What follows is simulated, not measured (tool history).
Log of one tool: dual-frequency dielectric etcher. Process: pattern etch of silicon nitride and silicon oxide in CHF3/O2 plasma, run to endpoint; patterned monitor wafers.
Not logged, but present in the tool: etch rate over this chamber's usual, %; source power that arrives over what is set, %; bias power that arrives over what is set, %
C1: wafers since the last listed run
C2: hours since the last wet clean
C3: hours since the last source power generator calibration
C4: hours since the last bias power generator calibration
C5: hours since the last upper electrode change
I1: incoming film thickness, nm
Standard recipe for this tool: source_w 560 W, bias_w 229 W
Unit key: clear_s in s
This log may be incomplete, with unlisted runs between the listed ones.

run 1 hour=0.0 | source_w=560 bias_w=229 | C1=0 C2=260.9 C3=2028.7 C4=343.2 C5=1545.0 | I1=267.0 | clear_s=172.2
run 2 hour=95.0 | source_w=560 bias_w=229 | C1=883 C2=355.9 C3=2123.7 C4=438.2 C5=1640.0 | I1=265.0 | clear_s=172.5
run 3 hour=147.2 | source_w=640 bias_w=229 | C1=485 C2=408.1 C3=2175.9 C4=490.4 C5=1692.2 | I1=264.4 | clear_s=162.1
run 4 hour=209.7 | source_w=640 bias_w=229 | C1=581 C2=470.6 C3=2238.4 C4=552.9 C5=1754.7 | I1=266.6 | clear_s=165.1
run 5 hour=271.5 | source_w=640 bias_w=229 | C1=574 C2=532.4 C3=2300.2 C4=614.7 C5=1816.5 | I1=263.9 | clear_s=164.7
-- hour=340.2 wet clean of the chamber
run 6 hour=358.9 | source_w=560 bias_w=229 | C1=589 C2=18.7 C3=2387.6 C4=702.1 C5=1903.9 | I1=264.4 | clear_s=176.3
run 7 hour=420.5 | source_w=590 bias_w=229 | C1=572 C2=80.3 C3=2449.2 C4=763.7 C5=1965.5 | I1=267.5 | clear_s=176.9
run 8 hour=518.5 | source_w=630 bias_w=215 | C1=911 C2=178.3 C3=2547.2 C4=861.7 C5=2063.5 | I1=267.1 | clear_s=175.1
run 9 hour=613.3 | source_w=630 bias_w=215 | C1=881 C2=273.1 C3=2642.0 C4=956.5 C5=2158.3 | I1=269.6 | clear_s=177.2
run 10 hour=662.5 | source_w=560 bias_w=212 | C1=457 C2=322.3 C3=2691.2 C4=1005.7 C5=2207.5 | I1=261.7 | clear_s=180.3
-- hour=685.7 source power generator calibrated
run 11 hour=737.1 | source_w=560 bias_w=212 | C1=656 C2=396.9 C3=51.4 C4=1080.3 C5=2282.1 | I1=267.6 | clear_s=186.6
run 12 hour=809.1 | source_w=560 bias_w=229 | C1=669 C2=468.9 C3=123.4 C4=1152.3 C5=2354.1 | I1=265.8 | clear_s=179.5
-- hour=881.4 wet clean of the chamber, repeated, since the last time left the tool worse
run 13 hour=881.9 | source_w=560 bias_w=189 | C1=453 C2=0.5 C3=196.2 C4=1225.1 C5=2426.9 | I1=264.2 | clear_s=176.4
run 14 hour=920.0 | source_w=560 bias_w=189 | C1=354 C2=38.6 C3=234.3 C4=1263.2 C5=2465.0 | I1=263.7 | clear_s=177.3
run 15 hour=991.7 | source_w=560 bias_w=229 | C1=666 C2=110.3 C3=306.0 C4=1334.9 C5=2536.7 | I1=264.1 | clear_s=168.1
run 16 hour=1063.6 | source_w=560 bias_w=229 | C1=668 C2=182.2 C3=377.9 C4=1406.8 C5=2608.6 | I1=265.7 | clear_s=172.0
run 17 hour=1387.2 | source_w=510 bias_w=229 | C1=3009 C2=505.8 C3=701.5 C4=1730.4 C5=2932.2 | I1=265.4 | clear_s=176.9
run 18 hour=1479.6 | source_w=620 bias_w=284 | C1=859 C2=598.2 C3=793.9 C4=1822.8 C5=3024.6 | I1=264.7 | clear_s=156.3
-- hour=1561.6 wet clean of the chamber
run 19 hour=1562.1 | source_w=430 bias_w=181 | C1=544 C2=0.5 C3=876.4 C4=1905.3 C5=3107.1 | I1=263.8 | clear_s=193.7
run 20 hour=1613.2 | source_w=510 bias_w=188 | C1=475 C2=51.6 C3=927.5 C4=1956.4 C5=3158.2 | I1=267.6 | clear_s=185.5
run 21 hour=1691.1 | source_w=480 bias_w=263 | C1=724 C2=129.5 C3=1005.4 C4=2034.3 C5=3236.1 | I1=266.4 | clear_s=170.2
run 22 hour=1741.4 | source_w=430 bias_w=181 | C1=467 C2=179.8 C3=1055.7 C4=2084.6 C5=3286.4 | I1=264.9 | clear_s=198.5
run 23 hour=1829.9 | source_w=670 bias_w=199 | C1=822 C2=268.3 C3=1144.2 C4=2173.1 C5=3374.9 | I1=265.4 | clear_s=166.6
-- hour=1901.9 upper electrode replaced
run 24 hour=1902.4 | source_w=470 bias_w=258 | C1=451 C2=340.8 C3=1216.7 C4=2245.6 C5=0.5 | I1=264.6 | clear_s=172.5
-- hour=1935.6 bias power generator calibrated
run 25 hour=1953.8 | source_w=450 bias_w=195 | C1=440 C2=392.2 C3=1268.1 C4=18.2 C5=51.9 | I1=262.6 | clear_s=191.5
run 26 hour=1991.3 | source_w=430 bias_w=229 | C1=348 C2=429.7 C3=1305.6 C4=55.7 C5=89.4 | I1=264.9 | clear_s=187.2
run 27 hour=2094.6 | source_w=470 bias_w=229 | C1=960 C2=533.0 C3=1408.9 C4=159.0 C5=192.7 | I1=265.0 | clear_s=185.4
-- hour=2141.9 wet clean of the chamber
run 28 hour=2184.5 | source_w=620 bias_w=183 | C1=612 C2=42.6 C3=1498.8 C4=248.9 C5=282.6 | I1=264.4 | clear_s=173.1
run 29 hour=2235.1 | source_w=430 bias_w=187 | C1=470 C2=93.2 C3=1549.4 C4=299.5 C5=333.2 | I1=264.2 | clear_s=195.9
run 30 hour=2280.2 | source_w=470 bias_w=193 | C1=419 C2=138.3 C3=1594.5 C4=344.6 C5=378.3 | I1=263.7 | clear_s=187.2
run 31 hour=2353.5 | source_w=560 bias_w=229 | C1=681 C2=211.6 C3=1667.8 C4=417.9 C5=451.6 | I1=266.6 | clear_s=169.2
run 32 hour=2421.3 | source_w=600 bias_w=214 | C1=630 C2=279.4 C3=1735.6 C4=485.7 C5=519.4 | I1=267.7 | clear_s=172.7
run 33 hour=2521.0 | source_w=620 bias_w=284 | C1=927 C2=379.1 C3=1835.3 C4=585.4 C5=619.1 | I1=264.6 | clear_s=153.1
run 34 hour=2606.7 | source_w=600 bias_w=214 | C1=796 C2=464.8 C3=1921.0 C4=671.1 C5=704.8 | I1=263.6 | clear_s=173.4
run 35 hour=2701.9 | source_w=450 bias_w=229 | C1=885 C2=560.0 C3=2016.2 C4=766.3 C5=800.0 | I1=262.6 | clear_s=182.9
run 36 hour=2781.7 | source_w=660 bias_w=257 | C1=742 C2=639.8 C3=2096.0 C4=846.1 C5=879.8 | I1=261.2 | clear_s=156.3

For some of the steps in clear_s from one run to the next: how much would appear even if the tool had no hidden state, given the settings, what came in and random variation, and how much remains for the hidden state plus any gauge scatter that the measured result and the result without hidden state don't share?
Run 5 -> 6: source_w 640 -> 560, wet clean of the chamber. clear_s +11.6 s: hidden state +4.0, all else +7.6.
Run 12 -> 13: bias_w 229 -> 189, wet clean of the chamber, repeated, since the last time left the tool worse. clear_s -3.1 s: hidden state -11.8, all else +8.7.
Run 18 -> 19: source_w 620 -> 430, bias_w 284 -> 181, wet clean of the chamber. clear_s +37.4 s: hidden state -4.0, all else +41.4.
Run 21 -> 22: source_w 480 -> 430, bias_w 263 -> 181. clear_s +28.3 s: hidden state +0.6, all else +27.7.
Run 22 -> 23: source_w 430 -> 670, bias_w 181 -> 199. clear_s -31.9 s: hidden state +0.3, all else -32.2.

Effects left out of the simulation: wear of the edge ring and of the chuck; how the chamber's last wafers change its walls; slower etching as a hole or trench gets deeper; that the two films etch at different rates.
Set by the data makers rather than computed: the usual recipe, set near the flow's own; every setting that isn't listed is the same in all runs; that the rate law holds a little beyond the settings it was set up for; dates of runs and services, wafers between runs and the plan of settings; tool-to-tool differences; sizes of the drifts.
